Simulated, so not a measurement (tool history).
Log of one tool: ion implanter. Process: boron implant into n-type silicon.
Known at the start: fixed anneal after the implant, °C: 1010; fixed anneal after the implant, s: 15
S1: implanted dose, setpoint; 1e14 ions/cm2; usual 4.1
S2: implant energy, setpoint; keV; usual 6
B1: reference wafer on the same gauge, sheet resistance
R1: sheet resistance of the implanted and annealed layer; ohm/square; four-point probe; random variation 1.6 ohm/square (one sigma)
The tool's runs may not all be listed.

{"run": 1, "hour": 0.0, "S1": 4.1, "S2": 6, "B1": 242.14, "R1": 303.91}
{"run": 2, "hour": 35.0, "S1": 4.1, "S2": 5, "B1": 242.4, "R1": 312.87}
{"run": 3, "hour": 51.4, "S1": 3.6, "S2": 6, "B1": 242.12, "R1": 338.77}
{"run": 4, "hour": 73.9, "S1": 3.6, "S2": 6, "B1": 241.45, "R1": 340.56}
{"run": 5, "hour": 89.1, "S1": 4.1, "S2": 7.5, "B1": 241.62, "R1": 297.62}
{"run": 6, "hour": 129.6, "S1": 4.1, "S2": 7.5, "B1": 241.83, "R1": 298.16}
{"run": 7, "hour": 154.8, "S1": 4.1, "S2": 7.5, "B1": 242.4, "R1": 273.19}
{"run": 8, "hour": 203.3, "S1": 4.1, "S2": 6, "B1": 242.27, "R1": 280}
{"run": 9, "hour": 237.7, "S1": 4.1, "S2": 6, "B1": 242.28, "R1": 281.19}
{"run": 10, "hour": 279.2, "S1": 4.1, "S2": 6, "B1": 242.52, "R1": 297.73}
{"run": 11, "hour": 296.9, "S1": 4.1, "S2": 6, "B1": 242.26, "R1": 296.56}
{"run": 12, "hour": 325.8, "S1": 4.1, "S2": 6, "B1": 242.08, "R1": 297.15}
{"run": 13, "hour": 342.0, "S1": 4.1, "S2": 6, "B1": 241.95, "R1": 299.8}
{"run": 14, "hour": 364.5, "S1": 4.1, "S2": 6.5, "B1": 242.33, "R1": 296.14}
{"run": 15, "hour": 383.5, "S1": 4.1, "S2": 6, "B1": 242.25, "R1": 300.75}
{"run": 16, "hour": 399.9, "S1": 4.1, "S2": 6, "B1": 242.31, "R1": 300.09}
{"run": 17, "hour": 423.4, "S1": 3.38, "S2": 7.5, "B1": 241.68, "R1": 341.16}
{"run": 18, "hour": 527.2, "S1": 4.1, "S2": 4.5, "B1": 242.54, "R1": 314.41}
{"run": 19, "hour": 548.1, "S1": 4.1, "S2": 6, "B1": 242.47, "R1": 300.53}
{"run": 20, "hour": 560.3, "S1": 2.94, "S2": 6, "B1": 241.88, "R1": 400.48}
{"run": 21, "hour": 578.7, "S1": 5.03, "S2": 6, "B1": 241.73, "R1": 253.56}
{"run": 22, "hour": 651.3, "S1": 4.1, "S2": 6, "B1": 242.69, "R1": 304.04}
{"run": 23, "hour": 672.4, "S1": 4.62, "S2": 5, "B1": 241.66, "R1": 284.76}
{"run": 24, "hour": 687.2, "S1": 4.1, "S2": 6, "B1": 242.03, "R1": 305.63}
{"run": 25, "hour": 707.9, "S1": 4.9, "S2": 8, "B1": 242.33, "R1": 256.31}
{"run": 26, "hour": 732.4, "S1": 4.1, "S2": 6, "B1": 241.48, "R1": 309.22}
{"run": 27, "hour": 754.0, "S1": 2.95, "S2": 4.5, "B1": 241.92, "R1": 422.18}
{"run": 28, "hour": 775.6, "S1": 3.48, "S2": 7.5, "B1": 241.82, "R1": 343.98}
{"run": 29, "hour": 790.0, "S1": 5.17, "S2": 5, "B1": 242.38, "R1": 263.76}
{"run": 30, "hour": 824.9, "S1": 4.1, "S2": 6, "B1": 242.33, "R1": 300.12}
{"run": 31, "hour": 856.2, "S1": 4.1, "S2": 6, "B1": 242.26, "R1": 299.11}
{"run": 32, "hour": 879.0, "S1": 4.1, "S2": 6, "B1": 242.36, "R1": 296.77}

Taken out of this log: 6 entries between the listed runs. Where each belongs, and how the hidden state differs across it:
Between runs 6 and 7: Faraday cup replaced and dose calibrated (hour 154.3)
  deviation of the true dose from the Faraday cup's reading, %: -4.01 -> 6.51
  measured less the result without the state, R1: +10.34 -> -15.18 ohm/square
Between runs 9 and 10: Faraday cup replaced and dose calibrated, repeated, since the last time left the tool worse (hour 278.7)
  deviation of the true dose from the Faraday cup's reading, %: 5.76 -> -0.472
  measured less the result without the state, R1: -13.65 -> +1.2 ohm/square
Between runs 11 and 12: gauge calibrated (hour 309.1)
  deviation of the true dose from the Faraday cup's reading, %: -0.63 -> -0.888
  measured less the result without the state, R1: +1.59 -> +2.25 ohm/square
Between runs 13 and 14: extraction supply calibrated (hour 363.7)
  deviation of the true dose from the Faraday cup's reading, %: -1.03 -> -1.23
  measured less the result without the state, R1: +2.64 -> +3.13 ohm/square
Between runs 27 and 28: gauge calibrated (hour 759.1)
  deviation of the true dose from the Faraday cup's reading, %: -4.72 -> -4.91
  measured less the result without the state, R1: +16.66 -> +14.64 ohm/square
Between runs 29 and 30: Faraday cup replaced and dose calibrated (hour 802.5)
  deviation of the true dose from the Faraday cup's reading, %: -5.04 -> -1.04
  measured less the result without the state, R1: +10.23 -> +2.67 ohm/square

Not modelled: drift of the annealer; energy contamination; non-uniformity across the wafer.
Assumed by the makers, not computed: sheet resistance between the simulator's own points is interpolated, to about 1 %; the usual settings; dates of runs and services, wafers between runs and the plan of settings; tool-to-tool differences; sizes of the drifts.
